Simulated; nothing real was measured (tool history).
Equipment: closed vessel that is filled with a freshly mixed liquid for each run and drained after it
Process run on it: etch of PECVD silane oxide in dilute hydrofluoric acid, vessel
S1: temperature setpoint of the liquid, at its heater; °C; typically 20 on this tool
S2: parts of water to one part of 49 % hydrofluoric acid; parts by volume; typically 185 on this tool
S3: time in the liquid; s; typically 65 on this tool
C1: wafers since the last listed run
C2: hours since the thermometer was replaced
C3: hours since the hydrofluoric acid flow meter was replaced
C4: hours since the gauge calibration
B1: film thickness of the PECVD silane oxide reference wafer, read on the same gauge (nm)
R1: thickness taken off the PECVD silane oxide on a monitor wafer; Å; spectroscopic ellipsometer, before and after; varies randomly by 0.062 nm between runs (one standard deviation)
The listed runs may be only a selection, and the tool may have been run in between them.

run	day	S1	S2	S3	C1	C2	C3	C4	B1	R1
1	0	20	185	65	0	1591.4	89.9	731.7	90.01	77.1
2	1.967	20	185	65	6492	1638.6	137.1	778.9	89.98	75.9
3	3.821	20	185	65	6121	1683.1	181.6	823.4	90	76.2
4	5.625	17	185	75	5956	1726.4	224.9	866.7	90	78
5	7.554	17	185	75	6368	1772.7	271.2	913	89.96	78.2
6	10.058	20	210	65	8267	1832.8	331.3	973.1	89.97	65.5
7	11.704	17	185	45	5433	1872.3	370.8	1012.6	89.99	47.3
8	13.175	17	185	45	4855	1907.6	406.1	1047.9	89.99	47.5
9	15.771	20	125	65	8569	1969.9	468.4	1110.2	90.03	122.7
10	17.871	20	125	65	6932	2020.3	518.8	1160.6	90	123.3
# day 18.025: hydrofluoric acid flow meter replaced
11	19.612	20	185	65	5612	2062.1	38.1	1202.4	89.95	76.4
12	22.071	20	185	65	8115	2121.1	97.1	1261.4	89.99	78.1
13	24.038	20	185	75	6492	2168.3	144.3	1308.6	89.98	89.9
14	25.838	20	185	75	5942	2211.5	187.5	1351.8	89.97	90.6
15	34.396	20	120	65	28254	2416.9	392.9	1557.2	90.03	128.3
16	36.012	17	160	30	5337	2455.7	431.7	1596	90.03	38.2
# day 37.612: hydrofluoric acid flow meter replaced
17	37.833	20	185	65	5873	2499.4	5.3	1639.7	90.01	78.1
18	40.054	21.5	240	30	7331	2552.7	58.6	1693	89.99	27.9
19	47.592	25	235	35	24884	2733.6	239.5	1873.9	90	38
# day 47.921: thermometer replaced
20	49.783	24.5	135	30	7097	44.7	292.1	1926.5	90.06	57.3
21	51.638	23	215	45	6121	89.2	336.6	1971	90.02	47.3
# day 52.304: gauge calibrated
22	53.579	24.5	185	65	6410	135.8	383.2	30.6	89.99	87.8
23	55.988	22.5	185	65	7950	193.6	441	88.4	89.99	81.4
24	56.996	20	185	65	3328	217.8	465.2	112.6	90.01	73.2
25	58.083	20	185	65	3590	243.9	491.3	138.7	89.97	73.9
# day 59.833: hydrofluoric acid flow meter replaced
26	59.962	22	95	30	6066	289	3.1	183.8	90.03	79.9
27	63.983	20	185	65	13274	385.5	99.6	280.3	90.01	74.5
28	66.267	22	185	45	7538	440.3	154.4	335.1	90	55.5
29	69.092	24.5	145	30	9326	508.1	222.2	402.9	89.98	54.2
30	71.938	20	100	100	9395	576.4	290.5	471.2	90.04	232.8

Had the tool no unlogged condition, and each run kept its random variation, what would the results have been?
Unlogged tool condition in this case: liquid hotter than its thermometer reads (K); hydrofluoric acid flow below the setpoint (%); gauge reads high (%).
run	R1
1	72.8
2	71.5
3	71.7
4	73.1
5	73.2
6	61.4
7	44.1
8	44.3
9	114.1
10	114.4
11	70.9
12	72.4
13	83.2
14	83.6
15	117.2
16	34.9
17	71.5
18	25.6
19	34.7
20	56.3
21	46.5
22	86.1
23	79.5
24	71.4
25	72
26	77.7
27	72.3
28	53.8
29	52.4
30	223.9

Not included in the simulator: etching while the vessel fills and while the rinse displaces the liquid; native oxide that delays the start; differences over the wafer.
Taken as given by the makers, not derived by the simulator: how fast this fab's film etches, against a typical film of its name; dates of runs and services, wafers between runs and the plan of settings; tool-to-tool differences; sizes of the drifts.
